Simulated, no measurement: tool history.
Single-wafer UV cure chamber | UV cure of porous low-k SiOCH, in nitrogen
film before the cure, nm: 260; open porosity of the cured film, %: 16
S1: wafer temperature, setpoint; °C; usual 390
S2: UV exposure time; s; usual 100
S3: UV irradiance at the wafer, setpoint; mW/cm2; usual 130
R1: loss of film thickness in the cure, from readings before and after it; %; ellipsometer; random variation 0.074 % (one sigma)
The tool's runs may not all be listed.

run	hour	S1	S2	S3	R1
1	0	390	100	130	6.186
2	9.1	390	100	130	6.076
3	15.9	390	100	130	6.072
4	27.5	390	100	130	6.082
5	39.2	390	100	140	6.359
6	56.7	390	100	140	6.173
7	68.7	390	100	140	6.178
8	78.8	390	100	130	5.791
9	95.3	390	100	130	5.814
# hour 109.6: UV bulbs replaced
10	110.1	390	100	119	7.589
11	122.3	390	100	119	7.618
12	132.3	390	85	164	8.09
# hour 141.5: quartz window cleaned
13	142	390	100	130	7.771
14	154.5	390	100	130	7.771
15	166.2	371	55	115	4.988
16	182.8	405	135	97	8.112
17	194.8	390	100	130	7.907
18	210	406	50	97	4.736
19	219.5	380	120	92	7.157
20	236.3	399	100	148	8.369
21	249.6	390	75	130	6.86

The next listed run, before its measurement:
22	258.7	378	100	130	?

R1: 7.722 %
Without the tool's hidden state the same run would have given R1 7.888 %.
